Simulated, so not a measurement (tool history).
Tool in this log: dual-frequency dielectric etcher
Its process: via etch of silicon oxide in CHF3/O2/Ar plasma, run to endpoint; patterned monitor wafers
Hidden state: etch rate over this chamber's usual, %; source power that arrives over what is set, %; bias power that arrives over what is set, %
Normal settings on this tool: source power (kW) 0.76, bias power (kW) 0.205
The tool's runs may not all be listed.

| run | hour | source power (kW) | bias power (kW) | wafers since the last listed run | hours since the last wet clean | hours since the last source power generator calibration | hours since the last bias power generator calibration | hours since the last upper electrode change | incoming incoming film thickness, nm | endpoint time (s) |
|---|---|---|---|---|---|---|---|---|---|---|
| 1 | 0 | 0.76 | 0.182 | 0 | 264.9 | 4922.3 | 2513.9 | 4927.7 | 698.1 | 356.6 |
| 2 | 15.8 | 0.76 | 0.182 | 56 | 280.7 | 4938.1 | 2529.7 | 4943.5 | 703.5 | 359.6 |
| 3 | 26.6 | 0.76 | 0.182 | 38 | 291.5 | 4948.9 | 2540.5 | 4954.3 | 693.4 | 354.2 |
| 4 | 37.7 | 0.76 | 0.205 | 39 | 302.6 | 4960 | 2551.6 | 4965.4 | 694.9 | 342.8 |
| 5 | 51.7 | 0.76 | 0.205 | 50 | 316.6 | 4974 | 2565.6 | 4979.4 | 693.8 | 341.9 |
| 6 | 68.5 | 0.76 | 0.205 | 60 | 333.4 | 4990.8 | 2582.4 | 4996.2 | 697.6 | 343.3 |
| 7 | 78.6 | 0.76 | 0.205 | 36 | 343.5 | 5000.9 | 2592.5 | 5006.3 | 690.9 | 338.8 |
|  | 89.9 | bias power generator calibrated |
| 8 | 90.4 | 0.76 | 0.205 | 28 | 355.3 | 5012.7 | 0.5 | 5018.1 | 690.4 | 339.5 |
| 9 | 95 | 0.76 | 0.205 | 16 | 359.9 | 5017.3 | 5.1 | 5022.7 | 691.6 | 339.6 |
| 10 | 108.7 | 0.76 | 0.205 | 49 | 373.6 | 5031 | 18.8 | 5036.4 | 695.2 | 341.5 |
| 11 | 126.6 | 0.76 | 0.18 | 64 | 391.5 | 5048.9 | 36.7 | 5054.3 | 697.3 | 358.2 |
|  | 153.2 | wet clean of the chamber |
| 12 | 153.7 | 0.76 | 0.205 | 11 | 0.5 | 5076 | 63.8 | 5081.4 | 694.5 | 342.3 |
| 13 | 154.1 | 0.67 | 0.205 | 1 | 0.9 | 5076.4 | 64.2 | 5081.8 | 695.3 | 356.6 |
| 14 | 164.2 | 0.76 | 0.205 | 36 | 11 | 5086.5 | 74.3 | 5091.9 | 696 | 342.3 |
|  | 187.4 | source power generator calibrated |
|  | 188.4 | upper electrode replaced |
| 15 | 188.9 | 0.71 | 0.249 | 70 | 35.7 | 1.5 | 99 | 0.5 | 699.1 | 328.7 |
| 16 | 189.3 | 0.63 | 0.227 | 1 | 36.1 | 1.9 | 99.4 | 0.9 | 699.6 | 350.2 |
| 17 | 199 | 0.76 | 0.218 | 34 | 45.8 | 11.6 | 109.1 | 10.6 | 691.2 | 331 |
| 18 | 225.5 | 0.84 | 0.22 | 95 | 72.3 | 38.1 | 135.6 | 37.1 | 698.1 | 324.9 |
| 19 | 237.8 | 0.88 | 0.23 | 44 | 84.6 | 50.4 | 147.9 | 49.4 | 699.3 | 312.9 |
| 20 | 253.5 | 0.83 | 0.252 | 56 | 100.3 | 66.1 | 163.6 | 65.1 | 690.4 | 307.6 |

Below are 3 alternative next runs, each starting from the tool's condition after run 20. Predict each:
| A | 254 | 0.76 | 0.205 | 1 | 100.8 | 66.6 | 164.1 | 65.6 | 698.2 | ? |
| B | 254 | 0.68 | 0.16 | 1 | 100.8 | 66.6 | 164.1 | 65.6 | 698.2 | ? |
| C | 254 | 0.94 | 0.166 | 1 | 100.8 | 66.6 | 164.1 | 65.6 | 698.2 | ? |

| run | endpoint time (s) |
|---|---|
| A | 341.9 |
| B | 385.8 |
| C | 342.4 |
Take away the tool's hidden state, keep each run's random variation, and the runs would have read:
| run | endpoint time (s) |
|---|---|
| A | 341.9 |
| B | 385.8 |
| C | 342.4 |
